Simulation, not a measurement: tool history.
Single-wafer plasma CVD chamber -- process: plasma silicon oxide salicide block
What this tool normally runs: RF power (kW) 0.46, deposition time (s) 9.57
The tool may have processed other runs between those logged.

run,hour,RF power (kW),deposition time (s),"read-back reference wafer on the same gauge, thickness_nm",mean film thickness on the monitor wafer (nm)
1,0,0.46,9.57,79.918,85.035
# hour 12: gauge calibrated
2,33.9,0.46,9.57,79.912,84.645
3,62.8,0.46,9.57,79.885,85.172
4,92,0.46,9.57,79.906,85.086
5,108.8,0.43,8.63,79.875,75.485
6,140.7,0.43,8.63,79.91,75.4
7,171.4,0.43,8.63,79.897,75.531
8,190.1,0.46,9.57,79.886,84.939
# hour 220.8: gauge calibrated
# hour 228.8: RF generator calibrated
9,229.3,0.46,9.57,79.904,85.926
10,237.2,0.525,11.04,79.933,101.556
# hour 247.2: showerhead replaced
11,253.4,0.485,7.9,79.928,71.587
12,275.9,0.525,11.04,79.917,101.494
13,299.6,0.46,9.57,79.921,86.002
14,331.2,0.52,10.27,79.887,94.298
15,364.6,0.46,8.11,79.903,72.781
16,383.9,0.545,9.57,79.926,88.78
17,404.8,0.4,10.9,79.872,95.554
18,435,0.485,9.03,79.892,81.713
19,460.9,0.495,9.57,79.887,87.038

Alternative continuations, all from the tool just after run 19; predict every row:
A,461.3,0.46,9.57,?,?
B,461.3,0.51,10.2,?,?
C,461.3,0.42,8.13,?,?
D,461.3,0.54,8.75,?,?

run,"read-back reference wafer on the same gauge, thickness_nm",mean film thickness on the monitor wafer (nm)
A,79.913,85.677
B,79.913,93.161
C,79.913,71.557
D,79.913,80.833
Without the tool's hidden state the same runs would have given:
run,mean film thickness on the monitor wafer (nm)
A,85.843
B,93.342
C,71.696
D,80.99

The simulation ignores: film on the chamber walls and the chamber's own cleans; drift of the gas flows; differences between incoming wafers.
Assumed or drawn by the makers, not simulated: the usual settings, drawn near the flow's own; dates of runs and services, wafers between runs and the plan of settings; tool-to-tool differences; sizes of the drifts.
